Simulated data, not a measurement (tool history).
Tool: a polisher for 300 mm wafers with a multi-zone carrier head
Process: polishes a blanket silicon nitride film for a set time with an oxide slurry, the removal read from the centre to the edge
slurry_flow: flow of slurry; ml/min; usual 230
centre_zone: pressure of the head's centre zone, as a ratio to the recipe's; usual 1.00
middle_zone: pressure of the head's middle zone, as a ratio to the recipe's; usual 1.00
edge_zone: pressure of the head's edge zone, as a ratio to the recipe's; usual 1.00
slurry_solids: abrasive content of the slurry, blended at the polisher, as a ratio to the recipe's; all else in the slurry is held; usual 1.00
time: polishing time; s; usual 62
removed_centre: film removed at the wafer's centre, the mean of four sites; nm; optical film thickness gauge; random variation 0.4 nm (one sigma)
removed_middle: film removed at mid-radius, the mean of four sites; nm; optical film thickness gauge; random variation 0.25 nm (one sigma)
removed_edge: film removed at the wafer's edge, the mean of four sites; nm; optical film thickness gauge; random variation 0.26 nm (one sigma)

| run | day | slurry_flow | centre_zone | middle_zone | edge_zone | slurry_solids | time | incoming thickness of the incoming film, nm | removed_centre | removed_middle | removed_edge |
|---|---|---|---|---|---|---|---|---|---|---|---|
| 1 | 0.000 | 230 | 1.00 | 1.00 | 0.95 | 1.00 | 62 | 258.7 | 31.2 | 34.4 | 33.5 |
| 2 | 4.021 | 230 | 1.00 | 1.00 | 1.00 | 1.00 | 62 | 258.7 | 30.8 | 34.2 | 34.2 |
|  | 4.262 | worn pad replaced by a new one |
|  | 6.962 | edge zone pressure recalibrated |
| 3 | 7.542 | 230 | 1.00 | 1.00 | 1.00 | 1.00 | 62 | 256.2 | 30.2 | 35.2 | 34.3 |
|  | 9.121 | slurry nozzle cleaned |
|  | 9.721 | centre zone pressure recalibrated |
| 4 | 10.296 | 210 | 1.00 | 1.00 | 1.00 | 1.00 | 62 | 262.7 | 32.3 | 33.8 | 33.9 |
| 5 | 14.279 | 230 | 1.00 | 1.00 | 1.00 | 1.00 | 62 | 259.3 | 32.5 | 35.2 | 34.3 |
|  | 16.171 | worn pad replaced by a new one |
| 6 | 16.646 | 230 | 1.00 | 1.00 | 1.00 | 1.00 | 62 | 260.9 | 32.0 | 34.9 | 34.3 |
|  | 19.717 | carrier head's membrane replaced by a new one |
| 7 | 20.650 | 230 | 1.00 | 1.00 | 1.00 | 1.00 | 62 | 260.1 | 31.9 | 34.1 | 34.1 |
| 8 | 22.708 | 230 | 1.00 | 1.00 | 1.00 | 1.00 | 62 | 262.4 | 31.2 | 34.7 | 33.9 |
| 9 | 25.796 | 230 | 1.00 | 1.00 | 1.00 | 1.00 | 56 | 257.0 | 28.3 | 31.6 | 30.5 |
|  | 26.429 | edge zone pressure recalibrated |
| 10 | 27.604 | 310 | 1.00 | 1.00 | 0.97 | 1.00 | 62 | 261.6 | 31.6 | 35.4 | 34.2 |
|  | 29.225 | centre zone pressure recalibrated |
| 11 | 31.096 | 300 | 1.00 | 1.00 | 1.00 | 1.00 | 48 | 256.6 | 26.2 | 27.9 | 27.2 |
|  | 31.638 | worn pad replaced by a new one |
| 12 | 32.862 | 230 | 1.00 | 1.00 | 1.00 | 1.00 | 62 | 260.4 | 32.4 | 34.7 | 34.2 |
| 13 | 35.038 | 230 | 1.00 | 1.00 | 1.00 | 1.00 | 62 | 254.4 | 31.4 | 34.6 | 34.1 |
|  | 38.192 | slurry nozzle cleaned |
| 14 | 38.804 | 230 | 1.00 | 1.00 | 1.00 | 1.00 | 62 | 260.3 | 31.1 | 34.5 | 34.1 |
| 15 | 42.688 | 230 | 1.00 | 1.00 | 1.00 | 0.80 | 62 | 259.5 | 25.5 | 29.8 | 29.5 |
|  | 43.788 | worn pad replaced by a new one |
|  | 44.254 | edge zone pressure recalibrated |
| 16 | 44.917 | 230 | 1.06 | 0.93 | 0.96 | 1.00 | 62 | 259.2 | 31.5 | 32.3 | 33.6 |
|  | 48.504 | centre zone pressure recalibrated |
| 17 | 51.446 | 205 | 0.96 | 0.91 | 1.00 | 0.75 | 62 | 258.5 | 24.9 | 25.4 | 27.7 |
|  | 52.050 | carrier head's membrane replaced by a new one |
| 18 | 54.233 | 230 | 1.07 | 0.89 | 1.00 | 1.00 | 80 | 261.7 | 42.9 | 40.2 | 44.6 |
|  | 55.767 | worn pad replaced by a new one |
| 19 | 55.788 | 230 | 0.93 | 1.00 | 1.00 | 0.75 | 62 | 261.2 | 24.0 | 28.4 | 27.6 |
|  | 59.521 | edge zone pressure recalibrated |
| 20 | 60.233 | 230 | 1.00 | 1.00 | 1.00 | 1.25 | 52 | 258.7 | 29.1 | 32.4 | 32.2 |
|  | 61.325 | slurry nozzle cleaned |
| 21 | 63.296 | 230 | 0.94 | 1.08 | 1.00 | 1.00 | 62 | 264.4 | 28.4 | 37.1 | 34.4 |

What the log doesn't show, run by run:
removal rate lost through wear of the pad, %: 0 in every run
slurry flow missing at the pad, %: 0 in every run
deviation of the edge zone's pressure from its setpoint, %: 0 in every run
H1: deviation of the centre zone's pressure from its setpoint, %
| run | H1 |
|---|---|
| 1 | -9.79 |
| 2 | -10.9 |
| 3 | -11.5 |
| 4 | 0.538 |
| 5 | -4.59 |
| 6 | -6.48 |
| 7 | -8.52 |
| 8 | -9.18 |
| 9 | -9.87 |
| 10 | -10.1 |
| 11 | -3.71 |
| 12 | -5.89 |
| 13 | -7.92 |
| 14 | -10.2 |
| 15 | -11.6 |
| 16 | -12 |
| 17 | -5.02 |
| 18 | -7.77 |
| 19 | -8.88 |
| 20 | -11 |
| 21 | -11.8 |

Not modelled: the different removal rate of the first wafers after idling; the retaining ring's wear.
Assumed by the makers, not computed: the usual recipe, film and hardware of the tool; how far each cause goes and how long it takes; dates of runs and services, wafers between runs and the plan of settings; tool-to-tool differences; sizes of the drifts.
